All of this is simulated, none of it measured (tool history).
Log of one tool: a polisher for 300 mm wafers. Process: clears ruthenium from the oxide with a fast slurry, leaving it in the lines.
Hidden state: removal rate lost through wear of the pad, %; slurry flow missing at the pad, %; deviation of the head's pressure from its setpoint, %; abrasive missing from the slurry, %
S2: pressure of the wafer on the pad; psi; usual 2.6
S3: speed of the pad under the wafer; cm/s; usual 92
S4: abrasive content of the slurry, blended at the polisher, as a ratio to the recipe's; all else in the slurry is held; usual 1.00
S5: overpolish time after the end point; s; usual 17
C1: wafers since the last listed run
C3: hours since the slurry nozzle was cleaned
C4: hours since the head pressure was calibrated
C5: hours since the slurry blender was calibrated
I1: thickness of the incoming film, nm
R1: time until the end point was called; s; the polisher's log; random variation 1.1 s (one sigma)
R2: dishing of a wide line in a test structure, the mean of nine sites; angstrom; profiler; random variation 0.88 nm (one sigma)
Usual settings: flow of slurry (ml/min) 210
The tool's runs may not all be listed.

run 1 hour=0.0 | flow_of_slurry_(ml/min)=210 S2=2.6 S3=92 S4=1.00 S5=17 | C1=0 wafers_polished_on_this_pad=604 C3=241.2 C4=564.4 C5=260.0 | I1=285.8 | R1=73.7 R2=428
run 2 hour=8.8 | flow_of_slurry_(ml/min)=210 S2=2.6 S3=92 S4=1.00 S5=17 | C1=78 wafers_polished_on_this_pad=682 C3=250.0 C4=573.2 C5=268.8 | I1=288.8 | R1=77.3 R2=434
run 3 hour=20.8 | flow_of_slurry_(ml/min)=210 S2=2.6 S3=92 S4=1.15 S5=17 | C1=106 wafers_polished_on_this_pad=789 C3=262.0 C4=585.2 C5=280.8 | I1=290.5 | R1=74.4 R2=452
run 4 hour=34.3 | flow_of_slurry_(ml/min)=210 S2=2.6 S3=92 S4=1.15 S5=17 | C1=119 wafers_polished_on_this_pad=908 C3=275.5 C4=598.7 C5=294.3 | I1=290.8 | R1=74.3 R2=435
run 5 hour=52.0 | flow_of_slurry_(ml/min)=210 S2=2.3 S3=92 S4=1.00 S5=17 | C1=157 wafers_polished_on_this_pad=1066 C3=293.2 C4=616.4 C5=312.0 | I1=288.3 | R1=86.5 R2=364
run 6 hour=67.6 | flow_of_slurry_(ml/min)=210 S2=2.3 S3=92 S4=1.00 S5=17 | C1=138 wafers_polished_on_this_pad=1204 C3=308.8 C4=632.0 C5=327.6 | I1=289.7 | R1=93.1 R2=381
-- hour=72.6 slurry blender recalibrated
run 7 hour=83.0 | flow_of_slurry_(ml/min)=210 S2=2.3 S3=92 S4=1.00 S5=17 | C1=118 wafers_polished_on_this_pad=1323 C3=324.2 C4=647.4 C5=10.4 | I1=292.9 | R1=84.6 R2=400
run 8 hour=90.4 | flow_of_slurry_(ml/min)=240 S2=2.9 S3=92 S4=1.00 S5=17 | C1=65 wafers_polished_on_this_pad=1389 C3=331.6 C4=654.8 C5=17.8 | I1=290.6 | R1=62.3 R2=497
-- hour=98.1 worn pad replaced by a new one
-- hour=99.5 slurry nozzle cleaned
run 9 hour=100.0 | flow_of_slurry_(ml/min)=240 S2=2.9 S3=92 S4=1.00 S5=17 | C1=40 wafers_polished_on_this_pad=7 C3=0.5 C4=664.4 C5=27.4 | I1=289.8 | R1=62.2 R2=501
run 10 hour=103.5 | flow_of_slurry_(ml/min)=210 S2=2.6 S3=92 S4=1.15 S5=17 | C1=31 wafers_polished_on_this_pad=38 C3=4.0 C4=667.9 C5=30.9 | I1=292.0 | R1=67.7 R2=463
run 11 hour=114.7 | flow_of_slurry_(ml/min)=210 S2=2.6 S3=62 S4=1.00 S5=9 | C1=99 wafers_polished_on_this_pad=138 C3=15.2 C4=679.1 C5=42.1 | I1=287.0 | R1=107.0 R2=193
-- hour=121.5 head pressure recalibrated
run 12 hour=132.0 | flow_of_slurry_(ml/min)=275 S2=1.8 S3=92 S4=1.15 S5=17 | C1=135 wafers_polished_on_this_pad=274 C3=32.5 C4=10.5 C5=59.4 | I1=290.5 | R1=94.3 R2=359
run 13 hour=142.9 | flow_of_slurry_(ml/min)=245 S2=2.6 S3=106 S4=1.00 S5=25 | C1=96 wafers_polished_on_this_pad=370 C3=43.4 C4=21.4 C5=70.3 | I1=293.4 | R1=62.6 R2=638
run 14 hour=159.7 | flow_of_slurry_(ml/min)=260 S2=2.6 S3=82 S4=1.00 S5=17 | C1=149 wafers_polished_on_this_pad=519 C3=60.2 C4=38.2 C5=87.1 | I1=289.2 | R1=78.4 R2=407
run 15 hour=169.9 | flow_of_slurry_(ml/min)=240 S2=2.8 S3=92 S4=0.80 S5=13 | C1=90 wafers_polished_on_this_pad=610 C3=70.4 C4=48.4 C5=97.3 | I1=295.2 | R1=71.1 R2=366

How the hidden state differs across the entries between the runs, from the last listed run before each to the first after it:
Between runs 6 and 7: slurry blender recalibrated (hour 72.6)
  abrasive missing from the slurry, %: 26.2 -> 0.36
  measured less the result without the state, R1: +9.5 -> +0.1 s; R2: -34 -> -1 angstrom
Between runs 8 and 9: worn pad replaced by a new one (hour 98.1); slurry nozzle cleaned (hour 99.5)
  abrasive missing from the slurry, %: 0.41 -> 0.513
  measured less the result without the state, R1: +0.1 -> +0.1 s; R2: +0 -> -1 angstrom
Between runs 11 and 12: head pressure recalibrated (hour 121.5)
  abrasive missing from the slurry, %: 0.757 -> 1.18
  measured less the result without the state, R1: +0.3 -> +0.4 s; R2: +0 -> -1 angstrom
